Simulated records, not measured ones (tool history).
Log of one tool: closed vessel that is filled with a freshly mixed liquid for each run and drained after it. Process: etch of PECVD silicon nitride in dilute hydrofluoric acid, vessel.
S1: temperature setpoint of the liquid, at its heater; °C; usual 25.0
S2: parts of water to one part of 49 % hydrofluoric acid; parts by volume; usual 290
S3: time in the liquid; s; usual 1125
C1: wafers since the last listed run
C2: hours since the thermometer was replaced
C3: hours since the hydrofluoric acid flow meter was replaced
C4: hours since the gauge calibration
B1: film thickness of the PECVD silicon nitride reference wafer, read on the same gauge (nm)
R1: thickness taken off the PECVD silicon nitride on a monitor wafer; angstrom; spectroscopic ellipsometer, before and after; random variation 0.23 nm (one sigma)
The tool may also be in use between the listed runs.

| run | hour | S1 | S2 | S3 | C1 | C2 | C3 | C4 | B1 | R1 |
|---|---|---|---|---|---|---|---|---|---|---|
| 1 | 0.0 | 25.0 | 290 | 1125 | 0 | 1074.7 | 1012.6 | 1831.1 | 39.99 | 247.2 |
| 2 | 93.2 | 27.5 | 200 | 1125 | 3729 | 1167.9 | 1105.8 | 1924.3 | 40.00 | 423.5 |
| 3 | 148.2 | 27.5 | 200 | 1125 | 2200 | 1222.9 | 1160.8 | 1979.3 | 40.00 | 415.5 |
| 4 | 227.1 | 25.0 | 290 | 1125 | 3156 | 1301.8 | 1239.7 | 2058.2 | 39.98 | 255.9 |
| 5 | 301.6 | 25.0 | 290 | 1125 | 2980 | 1376.3 | 1314.2 | 2132.7 | 39.98 | 252.4 |
| 6 | 395.0 | 25.0 | 290 | 1125 | 3737 | 1469.7 | 1407.6 | 2226.1 | 40.02 | 250.1 |
|  | 450.9 | thermometer replaced |
| 7 | 486.8 | 28.0 | 290 | 1125 | 3633 | 35.9 | 1499.4 | 2317.9 | 40.01 | 284.6 |
| 8 | 544.3 | 25.0 | 290 | 1125 | 2300 | 93.4 | 1556.9 | 2375.4 | 39.98 | 241.3 |
|  | 580.9 | hydrofluoric acid flow meter replaced |
| 9 | 614.0 | 25.0 | 290 | 1125 | 2748 | 163.1 | 33.1 | 2445.1 | 39.96 | 239.3 |
| 10 | 703.4 | 25.0 | 290 | 1125 | 3577 | 252.5 | 122.5 | 2534.5 | 40.03 | 241.0 |
| 11 | 971.0 | 29.5 | 290 | 1125 | 10707 | 520.1 | 390.1 | 2802.1 | 40.01 | 316.1 |
| 12 | 1013.7 | 25.0 | 290 | 1420 | 1708 | 562.8 | 432.8 | 2844.8 | 40.02 | 313.4 |
| 13 | 1105.1 | 25.0 | 370 | 510 | 3657 | 654.2 | 524.2 | 2936.2 | 40.01 | 86.4 |
| 14 | 1203.2 | 25.0 | 290 | 1125 | 3925 | 752.3 | 622.3 | 3034.3 | 40.01 | 243.6 |
| 15 | 1327.1 | 25.0 | 290 | 1125 | 4957 | 876.2 | 746.2 | 3158.2 | 40.01 | 246.6 |
| 16 | 1410.4 | 23.0 | 350 | 1650 | 3332 | 959.5 | 829.5 | 3241.5 | 40.05 | 268.9 |
|  | 1454.2 | gauge calibrated |
| 17 | 1513.1 | 22.0 | 405 | 1125 | 4109 | 1062.2 | 932.2 | 58.9 | 40.00 | 149.9 |
| 18 | 1586.7 | 25.0 | 340 | 1790 | 2944 | 1135.8 | 1005.8 | 132.5 | 39.99 | 333.5 |
| 19 | 1667.4 | 25.0 | 290 | 1125 | 3228 | 1216.5 | 1086.5 | 213.2 | 39.96 | 249.1 |
| 20 | 1722.6 | 25.0 | 390 | 1125 | 2208 | 1271.7 | 1141.7 | 268.4 | 40.02 | 186.5 |
| 21 | 1796.5 | 25.0 | 380 | 465 | 2956 | 1345.6 | 1215.6 | 342.3 | 39.97 | 78.9 |
|  | 1810.5 | thermometer replaced |
| 22 | 1899.3 | 25.0 | 290 | 1125 | 4073 | 88.8 | 1318.4 | 445.1 | 40.03 | 236.5 |
| 23 | 1962.0 | 21.5 | 155 | 875 | 2508 | 151.5 | 1381.1 | 507.8 | 40.02 | 276.4 |
| 24 | 2027.8 | 25.0 | 290 | 1610 | 2632 | 217.3 | 1446.9 | 573.6 | 39.96 | 338.9 |
|  | 2127.2 | hydrofluoric acid flow meter replaced |
| 25 | 2132.1 | 25.0 | 225 | 1675 | 4133 | 321.6 | 4.9 | 677.9 | 39.97 | 453.5 |
| 26 | 2188.5 | 25.0 | 290 | 1125 | 2256 | 378.0 | 61.3 | 734.3 | 40.00 | 241.3 |
| 27 | 2268.6 | 25.0 | 170 | 1415 | 3204 | 458.1 | 141.4 | 814.4 | 39.98 | 504.2 |
| 28 | 2308.8 | 21.5 | 190 | 865 | 1608 | 498.3 | 181.6 | 854.6 | 39.99 | 228.0 |
| 29 | 2403.2 | 25.0 | 325 | 1795 | 3777 | 592.7 | 276.0 | 949.0 | 39.99 | 342.9 |
| 30 | 2444.6 | 25.0 | 290 | 1125 | 1656 | 634.1 | 317.4 | 990.4 | 39.96 | 243.3 |
| 31 | 2540.2 | 25.0 | 290 | 1565 | 3825 | 729.7 | 413.0 | 1086.0 | 39.99 | 337.3 |

The same runs without the tool's hidden state, with the same run-to-run variation:
The hidden state here: liquid hotter than its thermometer reads (K); hydrofluoric acid flow below the setpoint (%); gauge reads high (%).
| run | R1 |
|---|---|
| 1 | 233.6 |
| 2 | 398.2 |
| 3 | 389.5 |
| 4 | 239.2 |
| 5 | 234.9 |
| 6 | 231.9 |
| 7 | 281.0 |
| 8 | 237.4 |
| 9 | 234.7 |
| 10 | 235.2 |
| 11 | 305.0 |
| 12 | 301.2 |
| 13 | 82.8 |
| 14 | 231.9 |
| 15 | 233.3 |
| 16 | 253.3 |
| 17 | 140.5 |
| 18 | 311.9 |
| 19 | 231.8 |
| 20 | 173.4 |
| 21 | 73.1 |
| 22 | 234.6 |
| 23 | 273.2 |
| 24 | 334.0 |
| 25 | 444.6 |
| 26 | 236.0 |
| 27 | 490.3 |
| 28 | 221.1 |
| 29 | 331.8 |
| 30 | 234.9 |
| 31 | 324.1 |
